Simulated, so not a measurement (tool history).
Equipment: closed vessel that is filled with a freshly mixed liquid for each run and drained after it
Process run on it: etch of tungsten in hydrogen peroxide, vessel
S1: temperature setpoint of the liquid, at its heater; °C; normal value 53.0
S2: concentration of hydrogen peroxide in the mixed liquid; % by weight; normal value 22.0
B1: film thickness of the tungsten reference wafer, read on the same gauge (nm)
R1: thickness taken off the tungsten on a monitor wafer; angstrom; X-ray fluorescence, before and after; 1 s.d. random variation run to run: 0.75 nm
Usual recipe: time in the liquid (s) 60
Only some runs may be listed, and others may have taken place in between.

{"run": 1, "hour": 0.0, "S1": 48.0, "S2": 22.0, "time in the liquid (s)": 60, "B1": 59.99, "R1": 898.8}
{"run": 2, "hour": 68.1, "S1": 48.0, "S2": 22.0, "time in the liquid (s)": 60, "B1": 60.0, "R1": 902.8}
{"run": 3, "hour": 125.3, "S1": 48.0, "S2": 22.0, "time in the liquid (s)": 60, "B1": 60.02, "R1": 900.3}
{"run": 4, "hour": 436.5, "S1": 53.0, "S2": 22.0, "time in the liquid (s)": 60, "B1": 60.01, "R1": 1235.6}
{"run": 5, "hour": 541.8, "S1": 53.0, "S2": 17.5, "time in the liquid (s)": 60, "B1": 60.0, "R1": 1081.6}
{"hour": 588.2, "done": "new drum of peroxide connected"}
{"run": 6, "hour": 609.3, "S1": 53.0, "S2": 17.5, "time in the liquid (s)": 60, "B1": 60.0, "R1": 1074.6}
{"run": 7, "hour": 687.3, "S1": 53.0, "S2": 17.5, "time in the liquid (s)": 60, "B1": 60.01, "R1": 1085.9}
{"run": 8, "hour": 767.9, "S1": 53.0, "S2": 22.0, "time in the liquid (s)": 60, "B1": 60.01, "R1": 1217.8}
{"run": 9, "hour": 817.6, "S1": 60.0, "S2": 27.0, "time in the liquid (s)": 60, "B1": 60.01, "R1": 2031.7}
{"run": 10, "hour": 904.7, "S1": 60.0, "S2": 27.0, "time in the liquid (s)": 60, "B1": 60.01, "R1": 2057.9}
{"hour": 912.9, "done": "gauge calibrated"}
{"run": 11, "hour": 969.6, "S1": 53.0, "S2": 17.5, "time in the liquid (s)": 30, "B1": 60.01, "R1": 544.1}
{"run": 12, "hour": 1025.4, "S1": 58.0, "S2": 16.5, "time in the liquid (s)": 95, "B1": 59.99, "R1": 2281.3}
{"run": 13, "hour": 1119.0, "S1": 47.0, "S2": 27.0, "time in the liquid (s)": 75, "B1": 59.99, "R1": 1177.1}
{"run": 14, "hour": 1165.7, "S1": 53.0, "S2": 22.0, "time in the liquid (s)": 70, "B1": 60.02, "R1": 1429.1}
{"run": 15, "hour": 1266.7, "S1": 56.0, "S2": 16.5, "time in the liquid (s)": 40, "B1": 59.99, "R1": 842.6}
{"run": 16, "hour": 1370.9, "S1": 46.0, "S2": 22.0, "time in the liquid (s)": 60, "B1": 60.0, "R1": 795.7}
{"run": 17, "hour": 1414.6, "S1": 53.0, "S2": 22.0, "time in the liquid (s)": 60, "B1": 60.01, "R1": 1222.8}
{"run": 18, "hour": 1487.0, "S1": 53.0, "S2": 22.0, "time in the liquid (s)": 60, "B1": 60.0, "R1": 1217.2}
{"hour": 1496.9, "done": "peroxide flow meter replaced"}
{"run": 19, "hour": 1581.0, "S1": 53.0, "S2": 22.0, "time in the liquid (s)": 60, "B1": 59.99, "R1": 1234.7}
{"run": 20, "hour": 1646.2, "S1": 47.0, "S2": 16.5, "time in the liquid (s)": 60, "B1": 60.01, "R1": 737.1}
{"hour": 1654.5, "done": "thermometer replaced"}
{"hour": 1677.0, "done": "new drum of peroxide connected"}
{"run": 21, "hour": 1751.5, "S1": 48.5, "S2": 26.5, "time in the liquid (s)": 40, "B1": 60.0, "R1": 675.9}
{"run": 22, "hour": 1790.5, "S1": 53.0, "S2": 22.0, "time in the liquid (s)": 60, "B1": 60.01, "R1": 1214.8}
{"run": 23, "hour": 1861.7, "S1": 53.0, "S2": 22.0, "time in the liquid (s)": 30, "B1": 59.98, "R1": 608.9}
{"run": 24, "hour": 1932.2, "S1": 53.0, "S2": 18.0, "time in the liquid (s)": 60, "B1": 60.01, "R1": 1109.3}
{"run": 25, "hour": 2024.7, "S1": 53.0, "S2": 22.0, "time in the liquid (s)": 60, "B1": 60.02, "R1": 1237.3}
{"run": 26, "hour": 2102.5, "S1": 53.0, "S2": 22.0, "time in the liquid (s)": 60, "B1": 60.0, "R1": 1224.2}
{"run": 27, "hour": 2153.9, "S1": 61.0, "S2": 22.0, "time in the liquid (s)": 60, "B1": 60.0, "R1": 1941.2}
{"run": 28, "hour": 2224.4, "S1": 53.0, "S2": 24.5, "time in the liquid (s)": 60, "B1": 59.99, "R1": 1285.0}
{"run": 29, "hour": 2287.3, "S1": 59.5, "S2": 22.0, "time in the liquid (s)": 60, "B1": 59.99, "R1": 1787.0}

Run-by-run hidden state of the tool:
liquid hotter than its thermometer reads (K): 0 on each run
peroxide flow above the setpoint (%): 0 on each run
peroxide weaker than its label (%): 0 on each run
gauge reads high (%): 0 on each run
